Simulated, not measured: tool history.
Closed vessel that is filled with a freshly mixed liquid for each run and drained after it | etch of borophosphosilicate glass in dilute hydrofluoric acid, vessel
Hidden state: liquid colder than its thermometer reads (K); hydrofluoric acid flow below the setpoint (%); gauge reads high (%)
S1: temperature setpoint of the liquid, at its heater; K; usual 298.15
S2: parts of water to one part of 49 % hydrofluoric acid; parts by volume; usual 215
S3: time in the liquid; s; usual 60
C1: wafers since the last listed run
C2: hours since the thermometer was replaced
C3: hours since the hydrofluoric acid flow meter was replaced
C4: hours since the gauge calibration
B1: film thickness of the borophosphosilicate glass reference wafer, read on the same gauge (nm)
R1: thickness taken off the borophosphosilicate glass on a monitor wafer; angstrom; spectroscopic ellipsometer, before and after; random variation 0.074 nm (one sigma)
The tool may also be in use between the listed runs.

Run 1, hour 0.0: usual settings but S2 150 parts by volume; C1 0; C2 1598.0; C3 448.0; C4 752.7; B1 142.19. Result: R1 241.0 angstrom.
Run 2, hour 76.4: usual settings but S2 150 parts by volume; C1 9835; C2 1674.4; C3 524.4; C4 829.1; B1 142.30. Result: R1 240.4 angstrom.
Run 3, hour 123.9: usual settings but S2 150 parts by volume; C1 6115; C2 1721.9; C3 571.9; C4 876.6; B1 142.35. Result: R1 242.7 angstrom.
At hour 169.5: hydrofluoric acid flow meter replaced.
Run 4, hour 199.0: usual settings but S1 296.65 K; C1 9539; C2 1797.0; C3 29.5; C4 951.7; B1 142.42. Result: R1 149.3 angstrom.
Run 5, hour 277.6: usual settings but S1 296.65 K; C1 10118; C2 1875.6; C3 108.1; C4 1030.3; B1 142.52. Result: R1 149.3 angstrom.
Run 6, hour 365.6: usual settings; C1 11329; C2 1963.6; C3 196.1; C4 1118.3; B1 142.54. Result: R1 158.2 angstrom.
Run 7, hour 437.1: usual settings; C1 9204; C2 2035.1; C3 267.6; C4 1189.8; B1 142.60. Result: R1 157.7 angstrom.
At hour 499.3: gauge calibrated.
Run 8, hour 509.3: usual settings but S1 295.15 K; C1 9295; C2 2107.3; C3 339.8; C4 10.0; B1 139.93. Result: R1 138.4 angstrom.
Run 9, hour 568.2: usual settings but S1 295.15 K; C1 7582; C2 2166.2; C3 398.7; C4 68.9; B1 140.40. Result: R1 139.7 angstrom.
Run 10, hour 638.2: usual settings but S1 301.65 K, S2 175 parts by volume; C1 9011; C2 2236.2; C3 468.7; C4 138.9; B1 140.87. Result: R1 224.7 angstrom.
At hour 708.2: thermometer replaced.
Run 11, hour 719.3: usual settings but S1 301.65 K, S2 175 parts by volume; C1 10312; C2 11.1; C3 549.8; C4 220.0; B1 141.35. Result: R1 228.9 angstrom.
At hour 741.9: hydrofluoric acid flow meter replaced.
Run 12, hour 813.2: usual settings but S1 299.65 K, S2 155 parts by volume; C1 11959; C2 105.0; C3 71.3; C4 313.9; B1 141.76. Result: R1 245.2 angstrom.
Run 13, hour 905.9: usual settings but S1 299.65 K, S2 155 parts by volume; C1 11934; C2 197.7; C3 164.0; C4 406.6; B1 142.08. Result: R1 245.2 angstrom.
Run 14, hour 993.3: usual settings; C1 11251; C2 285.1; C3 251.4; C4 494.0; B1 142.35. Result: R1 156.6 angstrom.
Run 15, hour 1038.0: usual settings but S3 95 s; C1 5754; C2 329.8; C3 296.1; C4 538.7; B1 142.47. Result: R1 249.7 angstrom.
Run 16, hour 1116.6: usual settings; C1 10118; C2 408.4; C3 374.7; C4 617.3; B1 142.64. Result: R1 158.4 angstrom.
Run 17, hour 1153.1: usual settings but S1 296.15 K, S2 135 parts by volume; C1 4699; C2 444.9; C3 411.2; C4 653.8; B1 142.74. Result: R1 255.4 angstrom.
Run 18, hour 1189.8: usual settings but S2 150 parts by volume; C1 4724; C2 481.6; C3 447.9; C4 690.5; B1 142.77. Result: R1 243.6 angstrom.
Run 19, hour 1282.1: usual settings but S3 30 s; C1 11882; C2 573.9; C3 540.2; C4 782.8; B1 142.95. Result: R1 79.2 angstrom.
At hour 1309.6: hydrofluoric acid flow meter replaced.
Run 20, hour 1366.9: usual settings but S1 303.15 K, S2 160 parts by volume; C1 10788; C2 658.7; C3 57.3; C4 867.6; B1 143.04. Result: R1 272.6 angstrom.
Run 21, hour 1435.2: usual settings but S1 294.65 K, S3 85 s; C1 8792; C2 727.0; C3 125.6; C4 935.9; B1 143.13. Result: R1 197.3 angstrom.
Run 22, hour 1514.9: usual settings but S1 300.65 K, S3 30 s; C1 10260; C2 806.7; C3 205.3; C4 1015.6; B1 143.20. Result: R1 86.0 angstrom.
Run 23, hour 1557.8: usual settings but S1 295.15 K, S3 85 s; C1 5522; C2 849.6; C3 248.2; C4 1058.5; B1 143.24. Result: R1 202.4 angstrom.
Run 24, hour 1617.8: usual settings but S1 300.15 K, S2 265 parts by volume, S3 90 s; C1 7724; C2 909.6; C3 308.2; C4 1118.5; B1 143.27. Result: R1 196.8 angstrom.
Run 25, hour 1701.7: usual settings; C1 10801; C2 993.5; C3 392.1; C4 1202.4; B1 143.31. Result: R1 158.2 angstrom.
At hour 1802.4: gauge calibrated.
Run 26, hour 1808.3: usual settings but S1 294.15 K, S3 70 s; C1 13723; C2 1100.1; C3 498.7; C4 5.9; B1 140.29. Result: R1 156.2 angstrom.
At hour 1820.1: hydrofluoric acid flow meter replaced.
Run 27, hour 1886.5: usual settings; C1 9938; C2 1178.3; C3 66.4; C4 84.1; B1 140.88. Result: R1 156.5 angstrom.
Run 28, hour 1932.3: usual settings but S1 296.15 K; C1 5896; C2 1224.1; C3 112.2; C4 129.9; B1 141.15. Result: R1 146.0 angstrom.
Run 29, hour 2114.1: usual settings but S2 295 parts by volume, S3 40 s; C1 23404; C2 1405.9; C3 294.0; C4 311.7; B1 142.13. Result: R1 70.2 angstrom.
Run 30, hour 2157.7: usual settings; C1 5613; C2 1449.5; C3 337.6; C4 355.3; B1 142.33. Result: R1 156.3 angstrom.
Run 31, hour 2231.8: usual settings; C1 9539; C2 1523.6; C3 411.7; C4 429.4; B1 142.56. Result: R1 157.5 angstrom.

Measured less the same run without the tool's hidden state. The same run-to-run variation is in both; the gauge's scatter may not be:
run    R1
  1  +3.8
  2  +3.9
  3  +4.0
  4  +2.5
  5  +2.6
  6  +2.8
  7  +2.9
  8  +0.0
  9  +0.4
 10  +1.4
 11  +2.1
 12  +3.0
 13  +3.6
 14  +2.6
 15  +4.4
 16  +3.0
 17  +4.9
 18  +4.8
 19  +1.7
 20  +5.8
 21  +4.3
 22  +1.9
 23  +4.5
 24  +4.5
 25  +3.7
 26  +0.4
 27  +0.9
 28  +1.3
 29  +1.1
 30  +2.5
 31  +2.8
